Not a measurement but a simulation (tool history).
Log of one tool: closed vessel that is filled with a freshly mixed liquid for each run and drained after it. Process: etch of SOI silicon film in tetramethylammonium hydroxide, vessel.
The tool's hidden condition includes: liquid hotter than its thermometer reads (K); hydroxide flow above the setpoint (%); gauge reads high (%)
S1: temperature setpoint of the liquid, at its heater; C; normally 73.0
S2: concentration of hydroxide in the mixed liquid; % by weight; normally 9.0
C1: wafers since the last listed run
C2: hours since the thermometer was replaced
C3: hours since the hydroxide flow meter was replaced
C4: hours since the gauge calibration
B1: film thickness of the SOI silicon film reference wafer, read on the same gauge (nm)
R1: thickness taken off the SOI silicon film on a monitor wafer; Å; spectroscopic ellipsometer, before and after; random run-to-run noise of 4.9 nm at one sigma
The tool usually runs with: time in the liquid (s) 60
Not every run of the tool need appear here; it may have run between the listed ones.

{"run": 1, "hour": 0.0, "S1": 73.0, "S2": 9.0, "time in the liquid (s)": 60, "C1": 0, "C2": 1887.7, "C3": 536.7, "C4": 165.3, "B1": 140.02, "R1": 5354.8}
{"run": 2, "hour": 97.6, "S1": 73.0, "S2": 9.0, "time in the liquid (s)": 60, "C1": 7388, "C2": 1985.3, "C3": 634.3, "C4": 262.9, "B1": 139.99, "R1": 5223.8}
{"run": 3, "hour": 178.5, "S1": 73.0, "S2": 9.0, "time in the liquid (s)": 60, "C1": 6124, "C2": 2066.2, "C3": 715.2, "C4": 343.8, "B1": 139.99, "R1": 5306.3}
{"run": 4, "hour": 267.8, "S1": 73.0, "S2": 9.0, "time in the liquid (s)": 60, "C1": 6760, "C2": 2155.5, "C3": 804.5, "C4": 433.1, "B1": 140.01, "R1": 5258.0}
{"run": 5, "hour": 363.8, "S1": 73.0, "S2": 9.0, "time in the liquid (s)": 60, "C1": 7267, "C2": 2251.5, "C3": 900.5, "C4": 529.1, "B1": 139.98, "R1": 5215.7}
{"run": 6, "hour": 468.2, "S1": 73.0, "S2": 9.0, "time in the liquid (s)": 60, "C1": 7903, "C2": 2355.9, "C3": 1004.9, "C4": 633.5, "B1": 139.98, "R1": 5174.1}
{"hour": 542.9, "done": "hydroxide flow meter replaced"}
{"run": 7, "hour": 543.8, "S1": 73.0, "S2": 9.0, "time in the liquid (s)": 60, "C1": 5647, "C2": 2431.5, "C3": 0.9, "C4": 709.1, "B1": 139.99, "R1": 5497.1}
{"run": 8, "hour": 583.9, "S1": 73.0, "S2": 7.5, "time in the liquid (s)": 60, "C1": 3035, "C2": 2471.6, "C3": 41.0, "C4": 749.2, "B1": 140.01, "R1": 5783.9}
{"run": 9, "hour": 650.9, "S1": 73.0, "S2": 7.5, "time in the liquid (s)": 60, "C1": 5072, "C2": 2538.6, "C3": 108.0, "C4": 816.2, "B1": 140.01, "R1": 5781.3}
{"run": 10, "hour": 752.0, "S1": 73.0, "S2": 9.0, "time in the liquid (s)": 60, "C1": 7653, "C2": 2639.7, "C3": 209.1, "C4": 917.3, "B1": 140.01, "R1": 5479.3}
{"run": 11, "hour": 842.1, "S1": 73.0, "S2": 9.0, "time in the liquid (s)": 85, "C1": 6821, "C2": 2729.8, "C3": 299.2, "C4": 1007.4, "B1": 140.0, "R1": 7694.2}
{"run": 12, "hour": 894.1, "S1": 70.0, "S2": 9.0, "time in the liquid (s)": 80, "C1": 3936, "C2": 2781.8, "C3": 351.2, "C4": 1059.4, "B1": 140.01, "R1": 6047.4}
{"hour": 960.6, "done": "gauge calibrated"}
{"hour": 973.1, "done": "thermometer replaced"}
{"run": 13, "hour": 977.5, "S1": 66.0, "S2": 8.0, "time in the liquid (s)": 75, "C1": 6238, "C2": 4.4, "C3": 434.6, "C4": 16.9, "B1": 140.01, "R1": 4564.0}
{"run": 14, "hour": 1065.5, "S1": 75.0, "S2": 9.0, "time in the liquid (s)": 60, "C1": 6662, "C2": 92.4, "C3": 522.6, "C4": 104.9, "B1": 140.01, "R1": 6052.6}
{"run": 15, "hour": 1104.5, "S1": 66.5, "S2": 9.0, "time in the liquid (s)": 60, "C1": 2952, "C2": 131.4, "C3": 561.6, "C4": 143.9, "B1": 140.0, "R1": 3606.5}
{"run": 16, "hour": 1183.7, "S1": 68.5, "S2": 9.5, "time in the liquid (s)": 80, "C1": 5995, "C2": 210.6, "C3": 640.8, "C4": 223.1, "B1": 139.99, "R1": 5311.5}
{"run": 17, "hour": 1277.0, "S1": 73.0, "S2": 9.0, "time in the liquid (s)": 60, "C1": 7063, "C2": 303.9, "C3": 734.1, "C4": 316.4, "B1": 140.01, "R1": 5213.5}
{"run": 18, "hour": 1337.8, "S1": 73.0, "S2": 9.0, "time in the liquid (s)": 90, "C1": 4602, "C2": 364.7, "C3": 794.9, "C4": 377.2, "B1": 139.98, "R1": 7912.7}
{"hour": 1348.3, "done": "hydroxide flow meter replaced"}
{"run": 19, "hour": 1401.0, "S1": 73.0, "S2": 10.0, "time in the liquid (s)": 75, "C1": 4708, "C2": 427.9, "C3": 52.7, "C4": 440.4, "B1": 140.0, "R1": 6513.5}
{"run": 20, "hour": 1465.5, "S1": 73.0, "S2": 9.0, "time in the liquid (s)": 60, "C1": 4883, "C2": 492.4, "C3": 117.2, "C4": 504.9, "B1": 140.01, "R1": 5420.3}
{"run": 21, "hour": 1509.6, "S1": 77.0, "S2": 7.5, "time in the liquid (s)": 30, "C1": 3338, "C2": 536.5, "C3": 161.3, "C4": 549.0, "B1": 139.99, "R1": 3614.2}

Below are 3 alternative next runs, each starting from the tool's condition after run 21. Predict each:
{"run": "A", "hour": 1510.3, "S1": 73.0, "S2": 9.0, "time in the liquid (s)": 60, "C1": 52, "C2": 537.2, "C3": 162.0, "C4": 549.7, "B1": "?", "R1": "?"}
{"run": "B", "hour": 1510.3, "S1": 73.0, "S2": 9.0, "time in the liquid (s)": 40, "C1": 52, "C2": 537.2, "C3": 162.0, "C4": 549.7, "B1": "?", "R1": "?"}
{"run": "C", "hour": 1510.3, "S1": 73.0, "S2": 8.0, "time in the liquid (s)": 75, "C1": 52, "C2": 537.2, "C3": 162.0, "C4": 549.7, "B1": "?", "R1": "?"}

run=A B1=140.01 R1=5444.9
run=B B1=140.01 R1=3629.9
run=C B1=140.01 R1=7090.3
Take away the tool's hidden state, keep each run's random variation, and the runs would have read:
run=A R1=5492.2
run=B R1=3661.4
run=C R1=7142.8
